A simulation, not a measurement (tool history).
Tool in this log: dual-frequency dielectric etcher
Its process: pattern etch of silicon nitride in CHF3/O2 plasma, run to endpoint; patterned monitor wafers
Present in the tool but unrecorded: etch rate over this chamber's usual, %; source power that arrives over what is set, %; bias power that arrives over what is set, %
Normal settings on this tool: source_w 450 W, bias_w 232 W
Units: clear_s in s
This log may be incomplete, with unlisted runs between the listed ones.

| run | hour | source_w | bias_w | wafers since the last listed run | hours since the last wet clean | hours since the last source power generator calibration | hours since the last bias power generator calibration | hours since the last upper electrode change | incoming incoming film thickness, nm | clear_s |
|---|---|---|---|---|---|---|---|---|---|---|
| 1 | 0.0 | 450 | 232 | 0 | 436.3 | 1964.5 | 4110.6 | 0.5 | 103.5 | 72.4 |
| 2 | 10.8 | 450 | 232 | 162 | 447.1 | 1975.3 | 4121.4 | 11.3 | 103.9 | 72.7 |
|  | 42.2 | wet clean of the chamber |
| 3 | 42.7 | 450 | 198 | 119 | 0.5 | 2007.2 | 4153.3 | 43.2 | 103.3 | 73.2 |
| 4 | 49.2 | 450 | 198 | 98 | 7.0 | 2013.7 | 4159.8 | 49.7 | 104.0 | 72.9 |
| 5 | 71.5 | 450 | 198 | 336 | 29.3 | 2036.0 | 4182.1 | 72.0 | 104.2 | 73.1 |
| 6 | 104.1 | 410 | 194 | 491 | 61.9 | 2068.6 | 4214.7 | 104.6 | 104.0 | 75.6 |
| 7 | 137.5 | 410 | 194 | 504 | 95.3 | 2102.0 | 4248.1 | 138.0 | 103.1 | 75.1 |
| 8 | 161.7 | 410 | 194 | 365 | 119.5 | 2126.2 | 4272.3 | 162.2 | 104.0 | 76.2 |
| 9 | 179.8 | 450 | 232 | 273 | 137.6 | 2144.3 | 4290.4 | 180.3 | 103.7 | 70.8 |
| 10 | 199.8 | 450 | 232 | 301 | 157.6 | 2164.3 | 4310.4 | 200.3 | 103.1 | 70.6 |
| 11 | 217.9 | 450 | 262 | 273 | 175.7 | 2182.4 | 4328.5 | 218.4 | 103.8 | 68.6 |
| 12 | 245.5 | 450 | 198 | 416 | 203.3 | 2210.0 | 4356.1 | 246.0 | 103.9 | 74.4 |
| 13 | 265.8 | 360 | 282 | 306 | 223.6 | 2230.3 | 4376.4 | 266.3 | 103.1 | 71.1 |
| 14 | 279.6 | 390 | 269 | 208 | 237.4 | 2244.1 | 4390.2 | 280.1 | 103.4 | 70.6 |
| 15 | 310.2 | 450 | 232 | 461 | 268.0 | 2274.7 | 4420.8 | 310.7 | 103.3 | 71.6 |
| 16 | 325.4 | 390 | 175 | 229 | 283.2 | 2289.9 | 4436.0 | 325.9 | 102.7 | 79.5 |
|  | 348.5 | source power generator calibrated |
| 17 | 349.0 | 450 | 268 | 295 | 306.8 | 0.5 | 4459.6 | 349.5 | 103.3 | 68.9 |
| 18 | 362.6 | 500 | 185 | 205 | 320.4 | 14.1 | 4473.2 | 363.1 | 103.3 | 74.1 |
| 19 | 391.4 | 530 | 232 | 434 | 349.2 | 42.9 | 4502.0 | 391.9 | 103.8 | 69.2 |
| 20 | 424.7 | 520 | 285 | 502 | 382.5 | 76.2 | 4535.3 | 425.2 | 104.3 | 66.4 |
| 21 | 453.9 | 450 | 174 | 440 | 411.7 | 105.4 | 4564.5 | 454.4 | 103.8 | 79.6 |
| 22 | 469.5 | 450 | 252 | 235 | 427.3 | 121.0 | 4580.1 | 470.0 | 103.6 | 71.1 |
|  | 484.5 | bias power generator calibrated |
|  | 503.6 | wet clean of the chamber |
| 23 | 504.1 | 410 | 232 | 173 | 0.5 | 155.6 | 19.6 | 504.6 | 103.9 | 71.0 |
| 24 | 514.7 | 560 | 256 | 159 | 11.1 | 166.2 | 30.2 | 515.2 | 103.8 | 63.0 |
| 25 | 546.1 | 450 | 232 | 473 | 42.5 | 197.6 | 61.6 | 546.6 | 103.6 | 69.0 |
| 26 | 560.7 | 450 | 232 | 220 | 57.1 | 212.2 | 76.2 | 561.2 | 102.6 | 69.5 |
| 27 | 576.9 | 490 | 203 | 244 | 73.3 | 228.4 | 92.4 | 577.4 | 103.2 | 70.3 |
| 28 | 611.1 | 450 | 232 | 516 | 107.5 | 262.6 | 126.6 | 611.6 | 103.8 | 70.5 |
| 29 | 631.3 | 360 | 277 | 304 | 127.7 | 282.8 | 146.8 | 631.8 | 104.2 | 70.5 |
| 30 | 659.2 | 560 | 270 | 421 | 155.6 | 310.7 | 174.7 | 659.7 | 105.2 | 64.4 |
| 31 | 681.0 | 390 | 274 | 328 | 177.4 | 332.5 | 196.5 | 681.5 | 103.0 | 69.3 |
| 32 | 782.8 | 510 | 179 | 1536 | 279.2 | 434.3 | 298.3 | 783.3 | 104.4 | 75.1 |
| 33 | 796.1 | 480 | 232 | 200 | 292.5 | 447.6 | 311.6 | 796.6 | 102.8 | 69.6 |
| 34 | 819.4 | 370 | 182 | 351 | 315.8 | 470.9 | 334.9 | 819.9 | 103.9 | 81.2 |
| 35 | 845.3 | 450 | 188 | 390 | 341.7 | 496.8 | 360.8 | 845.8 | 103.1 | 76.5 |

Below are 4 alternative next runs, each starting from the tool's condition after run 35. Predict each:
| A | 845.7 | 450 | 196 | 6 | 342.1 | 497.2 | 361.2 | 846.2 | 103.5 | ? |
| B | 845.7 | 450 | 276 | 6 | 342.1 | 497.2 | 361.2 | 846.2 | 103.5 | ? |
| C | 845.7 | 420 | 265 | 6 | 342.1 | 497.2 | 361.2 | 846.2 | 103.5 | ? |
| D | 845.7 | 450 | 259 | 6 | 342.1 | 497.2 | 361.2 | 846.2 | 103.5 | ? |

| run | clear_s |
|---|---|
| A | 76.0 |
| B | 68.9 |
| C | 71.1 |
| D | 70.2 |
Stripped of hidden state, with their random variation kept, the same runs would have yielded:
| run | clear_s |
|---|---|
| A | 72.8 |
| B | 66.0 |
| C | 68.1 |
| D | 67.3 |

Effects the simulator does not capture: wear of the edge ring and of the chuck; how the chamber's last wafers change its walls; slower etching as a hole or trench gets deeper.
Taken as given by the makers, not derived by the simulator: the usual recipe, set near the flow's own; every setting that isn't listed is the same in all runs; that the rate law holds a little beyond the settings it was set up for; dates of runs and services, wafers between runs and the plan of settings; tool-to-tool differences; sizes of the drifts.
